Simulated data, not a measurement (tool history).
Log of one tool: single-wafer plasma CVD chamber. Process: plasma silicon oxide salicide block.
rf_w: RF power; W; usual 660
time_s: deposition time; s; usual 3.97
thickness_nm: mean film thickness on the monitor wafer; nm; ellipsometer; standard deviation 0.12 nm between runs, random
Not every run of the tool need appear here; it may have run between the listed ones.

run,hour,rf_w,time_s,"read-back reference wafer on the same gauge, thickness_nm",thickness_nm
1,0,660,4.51,37.694,45.861
2,16.9,660,4.51,37.69,45.577
3,30.3,660,4.51,37.714,45.609
4,46.7,660,3.97,37.661,39.951
5,60.6,660,3.97,37.681,40.014
6,68.5,660,3.97,37.713,40.177
7,74.8,660,3.97,37.713,40.105
8,84.2,660,3.97,37.723,40.171
9,94.8,660,3.97,37.742,40.09
10,103.6,660,3.97,37.703,40.011
11,112.8,580,4.22,37.732,40.302
12,122.6,580,4.22,37.654,40.586
13,135.3,660,4.47,37.697,44.974
14,173.8,660,3.97,37.654,39.772
15,183.5,660,3.97,37.695,39.706
16,199.8,660,3.97,37.671,39.652
17,205.9,660,3.97,37.717,39.808
# hour 206.4: gauge calibrated
18,212.8,660,3.97,37.72,39.718
# hour 228.1: RF generator calibrated
# hour 228.1: showerhead replaced, of another model than before
19,228.6,690,3.97,37.675,42.463
20,255,690,3.97,37.717,42.521
21,268.9,660,3.97,37.656,41.35
22,280.9,660,3.24,37.717,33.756
23,307.3,725,4.73,37.677,51.919
24,314.4,770,3.73,37.719,42.373
25,328.9,715,3.97,37.717,43.369
26,340.5,730,3.97,37.692,44.092
27,348.6,660,3.97,37.707,41.262
28,366.2,660,3.97,37.667,41.264
29,382.7,625,3.65,37.712,36.629
30,392.4,690,3.97,37.666,42.444
31,402.5,735,3.97,37.701,44.007
32,416.3,660,3.97,37.728,41.271
33,433.3,570,3.53,37.648,33.18
34,450.7,570,4.39,37.691,40.963
35,459.5,625,4.22,37.7,42.201
36,470.3,660,3.97,37.662,41.215
37,488,660,3.97,37.662,41.163
38,501.6,620,3.97,37.736,39.402
39,512.8,660,3.97,37.698,41.351
40,519.4,540,3.43,37.679,30.788
41,532.4,605,3.27,37.67,31.983
42,545.4,540,3.56,37.708,31.906

5 ways to go on from here, each from the tool as it stands after run 42. What would each give?
A,545.8,660,3.46,?,?
B,545.8,765,3.31,?,?
C,545.8,790,4.76,?,?
D,545.8,750,4.65,?,?
E,545.8,590,3.45,?,?

run,"read-back reference wafer on the same gauge, thickness_nm",thickness_nm
A,37.686,35.908
B,37.686,37.476
C,37.686,54.843
D,37.686,52.072
E,37.686,33.176
With the hidden condition removed and each run's random variation left untouched, the same runs would have given:
run,thickness_nm
A,36.201
B,37.781
C,55.29
D,52.496
E,33.446
